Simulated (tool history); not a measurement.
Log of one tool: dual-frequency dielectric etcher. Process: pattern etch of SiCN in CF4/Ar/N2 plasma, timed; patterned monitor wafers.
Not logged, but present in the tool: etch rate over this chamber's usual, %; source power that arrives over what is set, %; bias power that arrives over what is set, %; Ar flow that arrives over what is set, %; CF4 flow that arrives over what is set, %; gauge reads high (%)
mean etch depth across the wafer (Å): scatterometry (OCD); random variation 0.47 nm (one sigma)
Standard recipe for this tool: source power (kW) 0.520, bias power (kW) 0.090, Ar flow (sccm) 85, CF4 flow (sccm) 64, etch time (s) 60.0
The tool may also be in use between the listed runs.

| run | hour | source power (kW) | bias power (kW) | Ar flow (sccm) | CF4 flow (sccm) | etch time (s) | wafers since the last listed run | hours since the last wet clean | hours since the last source power generator calibration | hours since the last bias power generator calibration | hours since the last Ar flow controller change | hours since the last CF4 flow controller change | hours since the last upper electrode change | hours since the gauge calibration | read-back reference wafer on the same gauge, depth_nm | mean etch depth across the wafer (Å) |
|---|---|---|---|---|---|---|---|---|---|---|---|---|---|---|---|---|
| 1 | 0.0 | 0.520 | 0.090 | 85 | 64 | 60.0 | 0 | 143.6 | 1414.1 | 2165.3 | 3144.8 | 2266.3 | 2883.4 | 116.2 | 59.5 | 664 |
| 2 | 29.3 | 0.520 | 0.090 | 85 | 64 | 60.0 | 455 | 172.9 | 1443.4 | 2194.6 | 3174.1 | 2295.6 | 2912.7 | 145.5 | 59.8 | 657 |
| 3 | 46.2 | 0.520 | 0.090 | 85 | 64 | 60.0 | 262 | 189.8 | 1460.3 | 2211.5 | 3191.0 | 2312.5 | 2929.6 | 162.4 | 59.9 | 655 |
|  | 117.1 | CF4 flow controller replaced |
|  | 122.2 | Ar flow controller replaced |
|  | 140.3 | upper electrode replaced |
| 4 | 141.5 | 0.520 | 0.090 | 102 | 64 | 66.0 | 1027 | 285.1 | 1555.6 | 2306.8 | 19.3 | 24.4 | 1.2 | 257.7 | 59.7 | 713 |
| 5 | 169.8 | 0.520 | 0.090 | 102 | 64 | 66.0 | 440 | 313.4 | 1583.9 | 2335.1 | 47.6 | 52.7 | 29.5 | 286.0 | 59.8 | 703 |
| 6 | 193.7 | 0.520 | 0.090 | 85 | 64 | 60.0 | 371 | 337.3 | 1607.8 | 2359.0 | 71.5 | 76.6 | 53.4 | 309.9 | 59.8 | 653 |
| 7 | 215.9 | 0.520 | 0.090 | 85 | 64 | 60.0 | 345 | 359.5 | 1630.0 | 2381.2 | 93.7 | 98.8 | 75.6 | 332.1 | 59.8 | 637 |
|  | 232.0 | source power generator calibrated |
| 8 | 234.5 | 0.520 | 0.090 | 85 | 64 | 60.0 | 227 | 378.1 | 2.5 | 2399.8 | 112.3 | 117.4 | 94.2 | 350.7 | 59.7 | 639 |
|  | 263.6 | bias power generator calibrated |
|  | 270.3 | gauge calibrated |
|  | 277.6 | wet clean of the chamber |
| 9 | 278.1 | 0.650 | 0.103 | 85 | 64 | 60.0 | 397 | 0.5 | 46.1 | 14.5 | 155.9 | 161.0 | 137.8 | 7.8 | 59.9 | 862 |
| 10 | 293.5 | 0.520 | 0.090 | 85 | 64 | 60.0 | 239 | 15.9 | 61.5 | 29.9 | 171.3 | 176.4 | 153.2 | 23.2 | 59.8 | 672 |
| 11 | 321.3 | 0.520 | 0.096 | 96 | 79 | 72.0 | 432 | 43.7 | 89.3 | 57.7 | 199.1 | 204.2 | 181.0 | 51.0 | 59.7 | 850 |
| 12 | 343.7 | 0.630 | 0.090 | 67 | 64 | 60.0 | 348 | 66.1 | 111.7 | 80.1 | 221.5 | 226.6 | 203.4 | 73.4 | 59.9 | 811 |
| 13 | 361.9 | 0.590 | 0.079 | 95 | 64 | 70.5 | 283 | 84.3 | 129.9 | 98.3 | 239.7 | 244.8 | 221.6 | 91.6 | 59.6 | 855 |
| 14 | 385.4 | 0.490 | 0.090 | 85 | 54 | 52.0 | 365 | 107.8 | 153.4 | 121.8 | 263.2 | 268.3 | 245.1 | 115.1 | 59.7 | 536 |

Some steps in mean etch depth across the wafer (Å) between neighbouring runs. How much of each would the tool show without its hidden state too (settings, what came in, random variation), and how much is left for the hidden state, with any gauge scatter that isn't in both results?
Run 8 -> 9: source power (kW) 0.520 -> 0.650, bias power (kW) 0.090 -> 0.103, bias power generator calibrated, gauge calibrated, wet clean of the chamber. mean etch depth across the wafer (Å) +223: hidden state +39, all else +184.
Run 13 -> 14: source power (kW) 0.590 -> 0.490, bias power (kW) 0.079 -> 0.090, Ar flow (sccm) 95 -> 85, CF4 flow (sccm) 64 -> 54, etch time (s) 70.5 -> 52.0. mean etch depth across the wafer (Å) -319: hidden state +1, all else -320.
